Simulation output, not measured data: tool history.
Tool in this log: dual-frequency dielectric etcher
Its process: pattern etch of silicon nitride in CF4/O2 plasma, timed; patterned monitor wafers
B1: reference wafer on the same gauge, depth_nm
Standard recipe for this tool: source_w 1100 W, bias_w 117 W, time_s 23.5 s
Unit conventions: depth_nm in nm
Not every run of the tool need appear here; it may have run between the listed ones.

run 1 hour=0 | source_w=1100 bias_w=117 time_s=23.5 | B1=66.1 | depth_nm=83.4
run 2 hour=55.4 | source_w=1100 bias_w=117 time_s=23.5 | B1=66.1 | depth_nm=83.3
-- hour=102.7 gauge calibrated
run 3 hour=112.9 | source_w=1100 bias_w=117 time_s=23.5 | B1=66 | depth_nm=82.9
run 4 hour=173 | source_w=1100 bias_w=104 time_s=23.5 | B1=66.3 | depth_nm=79.3
run 5 hour=236.8 | source_w=1100 bias_w=104 time_s=23.5 | B1=66.4 | depth_nm=78.4
-- hour=382 wet clean of the chamber
run 6 hour=382.5 | source_w=1100 bias_w=104 time_s=23.5 | B1=66.1 | depth_nm=78.4
run 7 hour=463.5 | source_w=1100 bias_w=117 time_s=23.5 | B1=66.4 | depth_nm=82.6
run 8 hour=523.2 | source_w=1100 bias_w=117 time_s=23.5 | B1=66.4 | depth_nm=83.3
run 9 hour=549.9 | source_w=1100 bias_w=117 time_s=23.5 | B1=66.3 | depth_nm=82.8
-- hour=560.6 bias power generator calibrated
run 10 hour=601.7 | source_w=1100 bias_w=105 time_s=23.5 | B1=66.3 | depth_nm=78.7
run 11 hour=657.7 | source_w=1100 bias_w=105 time_s=23.5 | B1=66.3 | depth_nm=78
run 12 hour=685.6 | source_w=1100 bias_w=105 time_s=23.5 | B1=66.3 | depth_nm=78.8
-- hour=695.2 source power generator calibrated
run 13 hour=723.4 | source_w=1280 bias_w=117 time_s=23.5 | B1=66.2 | depth_nm=90.8
-- hour=760.4 upper electrode replaced
run 14 hour=781.2 | source_w=1100 bias_w=117 time_s=23.5 | B1=66.4 | depth_nm=79.3
run 15 hour=845.9 | source_w=1100 bias_w=132 time_s=26.5 | B1=66.1 | depth_nm=93.7
run 16 hour=875.3 | source_w=1100 bias_w=117 time_s=21 | B1=66 | depth_nm=70.3
-- hour=920.3 gauge calibrated
run 17 hour=946.3 | source_w=1010 bias_w=117 time_s=17.5 | B1=66.5 | depth_nm=54.8
run 18 hour=981.8 | source_w=1100 bias_w=117 time_s=23.5 | B1=66.2 | depth_nm=80
-- hour=1016.9 wet clean of the chamber
run 19 hour=1025.3 | source_w=950 bias_w=97 time_s=29.5 | B1=66.3 | depth_nm=80.5
run 20 hour=1081.5 | source_w=1100 bias_w=117 time_s=23.5 | B1=66.2 | depth_nm=79.4
run 21 hour=1123.8 | source_w=1100 bias_w=117 time_s=23.5 | B1=66.4 | depth_nm=79.4
run 22 hour=1157.5 | source_w=1260 bias_w=117 time_s=23.5 | B1=66.4 | depth_nm=90.9
run 23 hour=1204.6 | source_w=890 bias_w=117 time_s=23.5 | B1=66.5 | depth_nm=65.8
run 24 hour=1228.7 | source_w=1100 bias_w=117 time_s=23.5 | B1=66.3 | depth_nm=79.9
run 25 hour=1261.3 | source_w=1100 bias_w=117 time_s=18.5 | B1=66.1 | depth_nm=63.1
run 26 hour=1290.4 | source_w=1210 bias_w=117 time_s=17.5 | B1=66.4 | depth_nm=65.7
run 27 hour=1358 | source_w=1100 bias_w=117 time_s=26 | B1=66.3 | depth_nm=89.1

Branching from run 27: 4 alternative next runs. What would each branch give?
run A hour=1358.4 | source_w=1100 bias_w=117 time_s=23.5 | B1=? | depth_nm=?
run B hour=1358.4 | source_w=1030 bias_w=107 time_s=18 | B1=? | depth_nm=?
run C hour=1358.4 | source_w=1100 bias_w=142 time_s=20.5 | B1=? | depth_nm=?
run D hour=1358.4 | source_w=1180 bias_w=91 time_s=18 | B1=? | depth_nm=?

run=A B1=66.3 depth_nm=79.7
run=B B1=66.3 depth_nm=55.2
run=C B1=66.3 depth_nm=75.6
run=D B1=66.3 depth_nm=58.6
With no hidden state in the tool, these same runs would have given:
run=A depth_nm=78.3
run=B depth_nm=54.2
run=C depth_nm=74.3
run=D depth_nm=57.5
